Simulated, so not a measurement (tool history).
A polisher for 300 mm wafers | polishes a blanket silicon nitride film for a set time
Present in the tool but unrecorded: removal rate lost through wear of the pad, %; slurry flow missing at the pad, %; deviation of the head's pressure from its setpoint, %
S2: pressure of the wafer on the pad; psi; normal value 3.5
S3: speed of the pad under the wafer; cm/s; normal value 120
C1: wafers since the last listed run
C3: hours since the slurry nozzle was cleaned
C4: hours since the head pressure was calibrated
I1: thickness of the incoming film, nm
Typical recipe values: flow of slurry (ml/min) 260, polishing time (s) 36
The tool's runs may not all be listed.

Run 1, hour 0.0: usual settings; C1 0; wafers polished on this pad 212; C3 797.2; C4 556.2; I1 676.5. Result: film removed (Å) 761.
Run 2, hour 8.1: usual settings; C1 99; wafers polished on this pad 311; C3 805.3; C4 564.3; I1 687.9. Result: film removed (Å) 741.
Run 3, hour 18.3: usual settings; C1 124; wafers polished on this pad 436; C3 815.5; C4 574.5; I1 681.7. Result: film removed (Å) 734.
Run 4, hour 31.7: usual settings but flow of slurry (ml/min) 225; C1 163; wafers polished on this pad 599; C3 828.9; C4 587.9; I1 681.0. Result: film removed (Å) 728.
Run 5, hour 45.1: usual settings; C1 163; wafers polished on this pad 763; C3 842.3; C4 601.3; I1 686.8. Result: film removed (Å) 719.
Run 6, hour 61.9: usual settings; C1 205; wafers polished on this pad 969; C3 859.1; C4 618.1; I1 680.4. Result: film removed (Å) 700.
Run 7, hour 72.0: usual settings; C1 123; wafers polished on this pad 1092; C3 869.2; C4 628.2; I1 673.4. Result: film removed (Å) 691.
At hour 82.0: worn pad replaced by a new one.
Run 8, hour 82.5: usual settings; C1 79; wafers polished on this pad 6; C3 879.7; C4 638.7; I1 672.1. Result: film removed (Å) 788.
Run 9, hour 98.3: usual settings; C1 193; wafers polished on this pad 199; C3 895.5; C4 654.5; I1 673.6. Result: film removed (Å) 740.
At hour 100.3: slurry nozzle cleaned.
Run 10, hour 105.4: usual settings; C1 74; wafers polished on this pad 274; C3 5.1; C4 661.6; I1 681.7. Result: film removed (Å) 736.
Run 11, hour 113.6: usual settings; C1 100; wafers polished on this pad 374; C3 13.3; C4 669.8; I1 680.1. Result: film removed (Å) 725.
Run 12, hour 129.8: usual settings; C1 198; wafers polished on this pad 572; C3 29.5; C4 686.0; I1 677.3. Result: film removed (Å) 698.
Run 13, hour 137.9: usual settings; C1 99; wafers polished on this pad 671; C3 37.6; C4 694.1; I1 686.0. Result: film removed (Å) 697.
Run 14, hour 145.5: usual settings but flow of slurry (ml/min) 305, S3 140 cm/s; C1 92; wafers polished on this pad 764; C3 45.2; C4 701.7; I1 679.4. Result: film removed (Å) 812.
Run 15, hour 158.5: usual settings but flow of slurry (ml/min) 310, S2 2.5 psi, S3 88 cm/s; C1 158; wafers polished on this pad 923; C3 58.2; C4 714.7; I1 670.0. Result: film removed (Å) 410.
At hour 167.9: worn pad replaced by a new one.
Run 16, hour 173.7: usual settings; C1 136; wafers polished on this pad 70; C3 73.4; C4 729.9; I1 680.4. Result: film removed (Å) 784.
Run 17, hour 181.9: usual settings but flow of slurry (ml/min) 175, polishing time (s) 26; C1 100; wafers polished on this pad 171; C3 81.6; C4 738.1; I1 681.8. Result: film removed (Å) 536.
Run 18, hour 189.7: usual settings but S3 88 cm/s; C1 95; wafers polished on this pad 266; C3 89.4; C4 745.9; I1 691.3. Result: film removed (Å) 591.
At hour 202.0: head pressure recalibrated.
Run 19, hour 205.2: usual settings but flow of slurry (ml/min) 190, S2 3.0 psi, S3 136 cm/s; C1 165; wafers polished on this pad 431; C3 104.9; C4 3.2; I1 675.5. Result: film removed (Å) 699.
Run 20, hour 211.7: usual settings; C1 79; wafers polished on this pad 510; C3 111.4; C4 9.7; I1 682.8. Result: film removed (Å) 743.
Run 21, hour 226.9: usual settings; C1 185; wafers polished on this pad 696; C3 126.6; C4 24.9; I1 677.1. Result: film removed (Å) 716.
Run 22, hour 240.3: usual settings; C1 163; wafers polished on this pad 860; C3 140.0; C4 38.3; I1 680.7. Result: film removed (Å) 715.
Run 23, hour 257.2: usual settings; C1 206; wafers polished on this pad 1067; C3 156.9; C4 55.2; I1 678.0. Result: film removed (Å) 695.
At hour 261.8: worn pad replaced by a new one.
Run 24, hour 267.4: usual settings but S3 144 cm/s; C1 75; wafers polished on this pad 69; C3 167.1; C4 65.4; I1 685.4. Result: film removed (Å) 924.
Run 25, hour 276.5: usual settings but S2 2.9 psi, polishing time (s) 47; C1 111; wafers polished on this pad 180; C3 176.2; C4 74.5; I1 680.8. Result: film removed (Å) 856.
Run 26, hour 292.4: usual settings but S2 4.2 psi, S3 94 cm/s; C1 194; wafers polished on this pad 374; C3 192.1; C4 90.4; I1 668.9. Result: film removed (Å) 717.

Each row is a separate what-if for the run after 26, all from the same tool condition, not one after another. Results?
Run A, hour 292.8: usual settings but flow of slurry (ml/min) 190; C1 4; wafers polished on this pad 379; C3 192.5; C4 90.8; I1 677.2. Result: film removed (Å) ?.
Run B, hour 292.8: usual settings but S3 158 cm/s, polishing time (s) 40; C1 4; wafers polished on this pad 379; C3 192.5; C4 90.8; I1 677.2. Result: film removed (Å) ?.
Run C, hour 292.8: usual settings but S2 2.7 psi, S3 148 cm/s; C1 4; wafers polished on this pad 379; C3 192.5; C4 90.8; I1 677.2. Result: film removed (Å) ?.

run  film removed (Å)
  A               712
  B              1029
  C               712
With no hidden state in the tool, these same runs would have given:
run  film removed (Å)
  A               753
  B              1089
  C               753
